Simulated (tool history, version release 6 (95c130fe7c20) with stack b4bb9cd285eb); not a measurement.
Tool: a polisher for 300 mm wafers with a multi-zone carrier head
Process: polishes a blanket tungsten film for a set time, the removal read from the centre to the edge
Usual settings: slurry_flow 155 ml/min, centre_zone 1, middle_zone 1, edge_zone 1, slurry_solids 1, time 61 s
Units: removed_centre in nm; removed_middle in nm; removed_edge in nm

run,hour,slurry_flow,centre_zone,middle_zone,edge_zone,slurry_solids,time,"incoming thickness of the incoming film, nm",removed_centre,removed_middle,removed_edge
1,0,155,1,1,1,0.85,61,1529.4,272,288.6,292.3
2,13.7,155,1,1,1,0.85,61,1506.6,278.3,290.5,294.4
3,27.9,115,1,1.06,1,1,61,1529.7,261,303,288.9
# hour 45.4: worn pad replaced by a new one
4,56.8,155,1,1,1,1,61,1518.5,286,304.6,304.5
# hour 60.9: centre zone pressure recalibrated
# hour 69: edge zone pressure recalibrated
5,69.5,155,1,1,1,1,61,1494.6,265.7,301.8,303.9
6,79.4,155,1,1,1,1,61,1485.9,263.2,301.6,304.1
7,96.6,155,1,1,1,1,61,1494.3,253.2,303,307.3
8,103.3,155,1,0.92,1,1,61,1500.3,258,287.6,304.7
# hour 107: centre zone pressure recalibrated, repeated, since the last time left the tool worse
# hour 116.2: worn pad replaced by a new one
9,117.5,155,1,1,1,1,61,1519.2,308,300.7,307.2
10,127.2,155,1,1,1,1,61,1487.9,298,304.2,302.9
11,136.7,155,1,1,1,1,61,1492.2,310.7,300.1,306
12,152.8,155,1,0.92,0.96,0.8,61,1508.9,289.3,263.1,283.5
13,165.9,155,1,1,1,1,41,1502.6,201.4,198.2,201.9
# hour 189.7: worn pad replaced by a new one
# hour 217.5: carrier head's membrane replaced by a new one
14,218,155,1,1,1,1.1,46,1484.6,231.9,239.8,235.8
# hour 232.6: slurry nozzle cleaned
15,250.3,175,1,1,1,1,61,1503.1,309.9,306.7,307.9
16,264.2,155,1.1,1,1,1,61,1487.4,331.1,297.9,304.3
# hour 273.4: worn pad replaced by a new one
17,275.3,155,1,1,1,1,61,1475.2,301.3,302.8,301.4
18,281.6,155,1,1,1,1,48,1501.7,240.7,231.1,238.2
19,297.9,100,1.05,1,1,0.85,61,1520.6,261.5,267,272.3
20,304.4,155,1,1,1,1,61,1491.2,302.6,303.8,302.2
21,311.6,155,1,1.05,0.89,1,51,1507,245.9,267.6,238.2
22,318.3,155,1,0.88,1.05,0.8,72,1482.5,340.4,304.3,347.7

The tool's hidden state at each run:
removal rate lost through wear of the pad, %: 0 in every run
slurry flow missing at the pad, %: 0 in every run
deviation of the edge zone's pressure from its setpoint, %: 0 in every run
H1: deviation of the centre zone's pressure from its setpoint, %
run,H1
1,-7.36
2,-7.48
3,-7.6
4,-7.84
5,-15.3
6,-15.4
7,-15.5
8,-15.6
9,-0.388
10,-0.47
11,-0.551
12,-0.688
13,-0.799
14,-1.24
15,-1.52
16,-1.63
17,-1.73
18,-1.78
19,-1.92
20,-1.98
21,-2.04
22,-2.09
